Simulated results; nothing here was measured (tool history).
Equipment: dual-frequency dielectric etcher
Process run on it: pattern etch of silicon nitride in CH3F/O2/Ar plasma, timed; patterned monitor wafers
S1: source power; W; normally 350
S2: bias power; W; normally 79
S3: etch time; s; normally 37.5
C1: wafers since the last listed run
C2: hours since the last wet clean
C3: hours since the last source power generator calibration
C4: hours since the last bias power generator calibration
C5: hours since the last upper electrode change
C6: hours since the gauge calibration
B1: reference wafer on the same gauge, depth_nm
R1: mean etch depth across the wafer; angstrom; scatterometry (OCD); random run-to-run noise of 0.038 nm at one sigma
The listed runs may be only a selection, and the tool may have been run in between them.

Run 1, day 0.000: usual settings; C1 0; C2 0.5; C3 3498.0; C4 4365.0; C5 4792.1; C6 110.8; B1 28.19. Result: R1 254.0 angstrom.
Run 2, day 0.012: usual settings; C1 3; C2 0.8; C3 3498.3; C4 4365.3; C5 4792.4; C6 111.1; B1 28.19. Result: R1 254.0 angstrom.
Run 3, day 0.038: usual settings but S2 83 W; C1 7; C2 1.4; C3 3498.9; C4 4365.9; C5 4793.0; C6 111.7; B1 28.20. Result: R1 260.1 angstrom.
Run 4, day 0.296: usual settings but S1 280 W; C1 75; C2 7.6; C3 3505.1; C4 4372.1; C5 4799.2; C6 117.9; B1 28.20. Result: R1 223.2 angstrom.
Run 5, day 0.988: usual settings but S1 280 W; C1 200; C2 24.2; C3 3521.7; C4 4388.7; C5 4815.8; C6 134.5; B1 28.20. Result: R1 223.4 angstrom.
Run 6, day 1.246: usual settings but S3 31.0 s; C1 75; C2 30.4; C3 3527.9; C4 4394.9; C5 4822.0; C6 140.7; B1 28.20. Result: R1 210.1 angstrom.
At day 1.446: bias power generator calibrated.
Run 7, day 1.771: usual settings but S3 31.0 s; C1 104; C2 43.0; C3 3540.5; C4 7.8; C5 4834.6; C6 153.3; B1 28.21. Result: R1 210.7 angstrom.
Run 8, day 2.342: usual settings; C1 165; C2 56.7; C3 3554.2; C4 21.5; C5 4848.3; C6 167.0; B1 28.20. Result: R1 254.0 angstrom.
Run 9, day 3.012: usual settings but S1 400 W, S3 29.5 s; C1 194; C2 72.8; C3 3570.3; C4 37.6; C5 4864.4; C6 183.1; B1 28.20. Result: R1 215.3 angstrom.
Run 10, day 4.367: usual settings; C1 393; C2 105.3; C3 3602.8; C4 70.1; C5 4896.9; C6 215.6; B1 28.21. Result: R1 254.1 angstrom.
At day 5.504: source power generator calibrated.
At day 5.921: upper electrode replaced.
Run 11, day 5.942: usual settings but S1 380 W; C1 287; C2 143.1; C3 10.5; C4 107.9; C5 0.5; C6 253.4; B1 28.20. Result: R1 267.0 angstrom.
Run 12, day 5.958: usual settings but S2 61 W, S3 48.0 s; C1 4; C2 143.5; C3 10.9; C4 108.3; C5 0.9; C6 253.8; B1 28.20. Result: R1 291.2 angstrom.
Run 13, day 5.971: usual settings but S1 410 W, S3 46.0 s; C1 3; C2 143.8; C3 11.2; C4 108.6; C5 1.2; C6 254.1; B1 28.20. Result: R1 341.9 angstrom.
Run 14, day 6.458: usual settings; C1 141; C2 155.5; C3 22.9; C4 120.3; C5 12.9; C6 265.8; B1 28.19. Result: R1 255.2 angstrom.
Run 15, day 7.038: usual settings but S1 320 W, S2 91 W, S3 33.0 s; C1 168; C2 169.4; C3 36.8; C4 134.2; C5 26.8; C6 279.7; B1 28.20. Result: R1 228.1 angstrom.
Run 16, day 7.583: usual settings; C1 158; C2 182.5; C3 49.9; C4 147.3; C5 39.9; C6 292.8; B1 28.20. Result: R1 255.9 angstrom.
Run 17, day 7.896: usual settings; C1 90; C2 190.0; C3 57.4; C4 154.8; C5 47.4; C6 300.3; B1 28.21. Result: R1 256.1 angstrom.
Run 18, day 8.617: usual settings; C1 209; C2 207.3; C3 74.7; C4 172.1; C5 64.7; C6 317.6; B1 28.20. Result: R1 256.4 angstrom.
Run 19, day 10.283: usual settings but S1 420 W, S2 61 W, S3 29.0 s; C1 483; C2 247.3; C3 114.7; C4 212.1; C5 104.7; C6 357.6; B1 28.20. Result: R1 195.3 angstrom.
At day 10.583: gauge calibrated.
Run 20, day 10.996: usual settings; C1 206; C2 264.4; C3 131.8; C4 229.2; C5 121.8; C6 9.9; B1 28.21. Result: R1 255.8 angstrom.
Run 21, day 11.688: usual settings but S2 87 W; C1 200; C2 281.0; C3 148.4; C4 245.8; C5 138.4; C6 26.5; B1 28.21. Result: R1 267.7 angstrom.
Run 22, day 11.958: usual settings; C1 78; C2 287.5; C3 154.9; C4 252.3; C5 144.9; C6 33.0; B1 28.19. Result: R1 256.5 angstrom.
Run 23, day 12.367: usual settings but S2 70 W; C1 118; C2 297.3; C3 164.7; C4 262.1; C5 154.7; C6 42.8; B1 28.20. Result: R1 242.9 angstrom.
Run 24, day 12.933: usual settings but S1 260 W, S2 72 W, S3 42.5 s; C1 164; C2 310.9; C3 178.3; C4 275.7; C5 168.3; C6 56.4; B1 28.21. Result: R1 233.6 angstrom.
Run 25, day 13.542: usual settings but S1 280 W, S2 67 W, S3 46.5 s; C1 176; C2 325.5; C3 192.9; C4 290.3; C5 182.9; C6 71.0; B1 28.19. Result: R1 259.4 angstrom.
Run 26, day 15.242: usual settings but S1 400 W, S2 62 W, S3 32.0 s; C1 493; C2 366.3; C3 233.7; C4 331.1; C5 223.7; C6 111.8; B1 28.21. Result: R1 211.9 angstrom.
Run 27, day 15.892: usual settings but S1 300 W; C1 188; C2 381.9; C3 249.3; C4 346.7; C5 239.3; C6 127.4; B1 28.19. Result: R1 235.2 angstrom.
Run 28, day 16.262: usual settings but S1 290 W, S2 88 W, S3 34.0 s; C1 107; C2 390.8; C3 258.2; C4 355.6; C5 248.2; C6 136.3; B1 28.20. Result: R1 220.0 angstrom.
Run 29, day 16.529: usual settings but S3 45.5 s; C1 77; C2 397.2; C3 264.6; C4 362.0; C5 254.6; C6 142.7; B1 28.20. Result: R1 312.3 angstrom.
Run 30, day 16.904: usual settings; C1 108; C2 406.2; C3 273.6; C4 371.0; C5 263.6; C6 151.7; B1 28.20. Result: R1 257.2 angstrom.
Run 31, day 17.392: usual settings but S2 94 W; C1 141; C2 417.9; C3 285.3; C4 382.7; C5 275.3; C6 163.4; B1 28.20. Result: R1 278.6 angstrom.

What if the next run were any one of these 3? Each begins from the tool's condition after run 31:
Run A, day 17.408: usual settings but S2 96 W; C1 4; C2 418.3; C3 285.7; C4 383.1; C5 275.7; C6 163.8; B1 ?. Result: R1 ?.
Run B, day 17.408: usual settings but S1 440 W, S2 64 W; C1 4; C2 418.3; C3 285.7; C4 383.1; C5 275.7; C6 163.8; B1 ?. Result: R1 ?.
Run C, day 17.408: usual settings but S1 410 W, S2 88 W, S3 43.0 s; C1 4; C2 418.3; C3 285.7; C4 383.1; C5 275.7; C6 163.8; B1 ?. Result: R1 ?.

run     B1     R1
  A  28.20  281.3
  B  28.20  265.2
  C  28.20  337.4
Take away the tool's hidden state, keep each run's random variation, and the runs would have read:
run     R1
  A  277.4
  B  261.5
  C  332.7
